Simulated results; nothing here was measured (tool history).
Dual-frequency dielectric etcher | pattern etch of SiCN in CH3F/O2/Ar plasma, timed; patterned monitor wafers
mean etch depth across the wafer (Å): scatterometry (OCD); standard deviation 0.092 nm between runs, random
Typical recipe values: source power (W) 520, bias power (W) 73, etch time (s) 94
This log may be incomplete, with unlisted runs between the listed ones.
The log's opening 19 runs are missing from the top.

run	hour	source power (W)	bias power (W)	etch time (s)	read-back reference wafer on the same gauge, depth_nm	mean etch depth across the wafer (Å)
20	1405.9	430	73	94	27.38	322.6
21	1493.9	590	80	103.5	27.42	397.5
22	1539.4	620	73	94	27.39	357.7
# hour 1592.2: bias power generator calibrated
23	1619.5	520	85	106.5	27.4	401.6
24	1909.2	520	84	94	27.42	350.1
25	1959	520	91	94	27.39	358.6
26	2030.8	460	82	85.5	27.4	304.7
# hour 2064.4: wet clean of the chamber
27	2107.9	520	84	94	27.39	353.8
28	2358.3	450	66	81	27.4	273.7
# hour 2659.7: wet clean of the chamber
29	2660.2	480	88	73	27.41	272.9
30	2713	480	88	73	27.4	272

What if the next run were any one of these 3? Each begins from the tool's condition after run 30:
A	2713.4	520	73	94	?	?
B	2713.4	610	59	83.5	?	?
C	2713.4	630	87	107.5	?	?

run	read-back reference wafer on the same gauge, depth_nm	mean etch depth across the wafer (Å)
A	27.4	338.2
B	27.4	297.3
C	27.4	428.1
Stripped of hidden state, with their random variation kept, the same runs would have yielded:
run	mean etch depth across the wafer (Å)
A	340.2
B	299.1
C	430.6

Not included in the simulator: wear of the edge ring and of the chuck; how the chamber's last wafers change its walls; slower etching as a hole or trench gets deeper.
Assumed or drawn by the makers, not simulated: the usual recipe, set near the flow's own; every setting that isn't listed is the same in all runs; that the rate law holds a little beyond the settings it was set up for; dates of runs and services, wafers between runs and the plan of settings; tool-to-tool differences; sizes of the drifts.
